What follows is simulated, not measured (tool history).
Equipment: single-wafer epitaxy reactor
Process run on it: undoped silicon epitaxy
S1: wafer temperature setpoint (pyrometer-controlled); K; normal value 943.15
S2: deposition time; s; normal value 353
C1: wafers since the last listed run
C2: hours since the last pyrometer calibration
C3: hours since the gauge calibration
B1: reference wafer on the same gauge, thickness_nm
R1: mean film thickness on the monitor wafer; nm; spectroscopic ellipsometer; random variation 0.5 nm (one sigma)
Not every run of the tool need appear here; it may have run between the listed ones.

run 1 day=0 | S1=943.15 S2=353 | C1=0 C2=401.8 C3=1179.4 | B1=96.003 | R1=95.844
run 2 day=2.429 | S1=943.15 S2=353 | C1=426 C2=460.1 C3=1237.7 | B1=96.13 | R1=95.911
run 3 day=4.162 | S1=943.15 S2=353 | C1=304 C2=501.7 C3=1279.3 | B1=96.04 | R1=95.717
run 4 day=8.617 | S1=937.15 S2=367 | C1=782 C2=608.6 C3=1386.2 | B1=95.945 | R1=86.196
run 5 day=11.942 | S1=937.15 S2=391 | C1=584 C2=688.4 C3=1466 | B1=96.165 | R1=92.017
run 6 day=15.346 | S1=952.15 S2=353 | C1=598 C2=770.1 C3=1547.7 | B1=96.132 | R1=117.945
run 7 day=20.15 | S1=952.15 S2=353 | C1=844 C2=885.4 C3=1663 | B1=95.949 | R1=119.791
run 8 day=24.417 | S1=952.15 S2=353 | C1=749 C2=987.8 C3=1765.4 | B1=96.022 | R1=120.042
run 9 day=28.146 | S1=933.15 S2=353 | C1=655 C2=1077.3 C3=1854.9 | B1=96.139 | R1=76.652
run 10 day=32.533 | S1=933.15 S2=353 | C1=771 C2=1182.6 C3=1960.2 | B1=96.124 | R1=76.061
run 11 day=34.146 | S1=933.15 S2=353 | C1=283 C2=1221.3 C3=1998.9 | B1=96.129 | R1=75.863
run 12 day=37.371 | S1=943.15 S2=353 | C1=566 C2=1298.7 C3=2076.3 | B1=96.217 | R1=96.472
run 13 day=38.933 | S1=943.15 S2=353 | C1=274 C2=1336.2 C3=2113.8 | B1=96.124 | R1=96.555
run 14 day=43.071 | S1=943.15 S2=353 | C1=727 C2=1435.5 C3=2213.1 | B1=96.101 | R1=97.11
run 15 day=46.758 | S1=943.15 S2=395 | C1=648 C2=1524 C3=2301.6 | B1=95.983 | R1=107.781
run 16 day=49.733 | S1=949.15 S2=353 | C1=522 C2=1595.4 C3=2373 | B1=96.164 | R1=111.601
run 17 day=60.125 | S1=943.15 S2=353 | C1=1826 C2=1844.8 C3=2622.4 | B1=96.132 | R1=97.83
run 18 day=62.038 | S1=943.15 S2=353 | C1=336 C2=1890.7 C3=2668.3 | B1=96.072 | R1=97.62
run 19 day=64.317 | S1=943.15 S2=353 | C1=400 C2=1945.4 C3=2723 | B1=96.119 | R1=97.098
run 20 day=67.004 | S1=943.15 S2=372 | C1=472 C2=2009.9 C3=2787.5 | B1=96.129 | R1=102.124
run 21 day=71.321 | S1=943.15 S2=372 | C1=758 C2=2113.5 C3=2891.1 | B1=96.119 | R1=102.754
run 22 day=75.025 | S1=943.15 S2=353 | C1=650 C2=2202.4 C3=2980 | B1=96.144 | R1=99.139
run 23 day=77.046 | S1=932.15 S2=324 | C1=355 C2=2250.9 C3=3028.5 | B1=96.122 | R1=68.63
run 24 day=81.188 | S1=939.15 S2=411 | C1=727 C2=2350.3 C3=3127.9 | B1=96.068 | R1=103.569
run 25 day=86.562 | S1=938.15 S2=416 | C1=944 C2=2479.3 C3=3256.9 | B1=96.138 | R1=101.274
run 26 day=88.712 | S1=943.15 S2=353 | C1=377 C2=2530.9 C3=3308.5 | B1=96.175 | R1=97.377
run 27 day=92.196 | S1=955.15 S2=376 | C1=612 C2=2614.5 C3=3392.1 | B1=96.078 | R1=137.717
-- day=92.25 gauge calibrated
run 28 day=96.458 | S1=939.15 S2=353 | C1=749 C2=2716.8 C3=101 | B1=96.103 | R1=88.334
run 29 day=98.771 | S1=943.15 S2=353 | C1=406 C2=2772.3 C3=156.5 | B1=96.105 | R1=98.131
run 30 day=100.342 | S1=943.15 S2=353 | C1=276 C2=2810 C3=194.2 | B1=95.943 | R1=98.557
run 31 day=101.904 | S1=943.15 S2=353 | C1=274 C2=2847.5 C3=231.7 | B1=96.053 | R1=97.973
-- day=110.35 pyrometer calibrated
run 32 day=112.158 | S1=935.15 S2=353 | C1=1743 C2=43.4 C3=477.8 | B1=96.12 | R1=77.524
run 33 day=114.183 | S1=955.15 S2=415 | C1=355 C2=92 C3=526.4 | B1=96.171 | R1=145.037
run 34 day=117.708 | S1=943.15 S2=317 | C1=619 C2=176.6 C3=611 | B1=96.132 | R1=84.201
run 35 day=120.346 | S1=943.15 S2=353 | C1=463 C2=239.9 C3=674.3 | B1=96.047 | R1=95.145
run 36 day=130.662 | S1=943.15 S2=353 | C1=1813 C2=487.5 C3=921.9 | B1=96.15 | R1=95.774
run 37 day=132.575 | S1=956.15 S2=353 | C1=336 C2=533.4 C3=967.8 | B1=96.083 | R1=130.028
run 38 day=136.242 | S1=943.15 S2=353 | C1=644 C2=621.4 C3=1055.8 | B1=95.965 | R1=96.804
run 39 day=139.029 | S1=929.15 S2=415 | C1=489 C2=688.3 C3=1122.7 | B1=96.08 | R1=80.46
run 40 day=140.767 | S1=954.15 S2=353 | C1=305 C2=730 C3=1164.4 | B1=96.087 | R1=124.041
run 41 day=142.792 | S1=939.15 S2=315 | C1=355 C2=778.6 C3=1213 | B1=96.203 | R1=78.405
run 42 day=144.567 | S1=931.15 S2=376 | C1=311 C2=821.2 C3=1255.6 | B1=96.153 | R1=76.798
run 43 day=147.071 | S1=943.15 S2=353 | C1=440 C2=881.3 C3=1315.7 | B1=96.054 | R1=97.088
run 44 day=148.746 | S1=938.15 S2=332 | C1=294 C2=921.5 C3=1355.9 | B1=96.016 | R1=80.308

The same runs without the tool's hidden state, with the same run-to-run variation:
Unlogged tool condition in this case: wafer temperature above the value expected at the setpoint (K); gauge reads high (%).
run=1 R1=93.89
run=2 R1=93.781
run=3 R1=93.474
run=4 R1=83.894
run=5 R1=89.377
run=6 R1=114.469
run=7 R1=115.99
run=8 R1=116.019
run=9 R1=73.852
run=10 R1=73.165
run=11 R1=72.935
run=12 R1=92.742
run=13 R1=92.78
run=14 R1=93.208
run=15 R1=103.358
run=16 R1=107.015
run=17 R1=93.568
run=18 R1=93.339
run=19 R1=92.808
run=20 R1=97.574
run=21 R1=98.121
run=22 R1=94.628
run=23 R1=65.41
run=24 R1=98.748
run=25 R1=96.503
run=26 R1=92.826
run=27 R1=131.427
run=28 R1=84.12
run=29 R1=93.481
run=30 R1=93.878
run=31 R1=93.314
run=32 R1=77.167
run=33 R1=144.078
run=34 R1=83.317
run=35 R1=93.905
run=36 R1=93.725
run=37 R1=127.165
run=38 R1=94.38
run=39 R1=78.241
run=40 R1=120.703
run=41 R1=76.135
run=42 R1=74.462
run=43 R1=94.104
run=44 R1=77.75

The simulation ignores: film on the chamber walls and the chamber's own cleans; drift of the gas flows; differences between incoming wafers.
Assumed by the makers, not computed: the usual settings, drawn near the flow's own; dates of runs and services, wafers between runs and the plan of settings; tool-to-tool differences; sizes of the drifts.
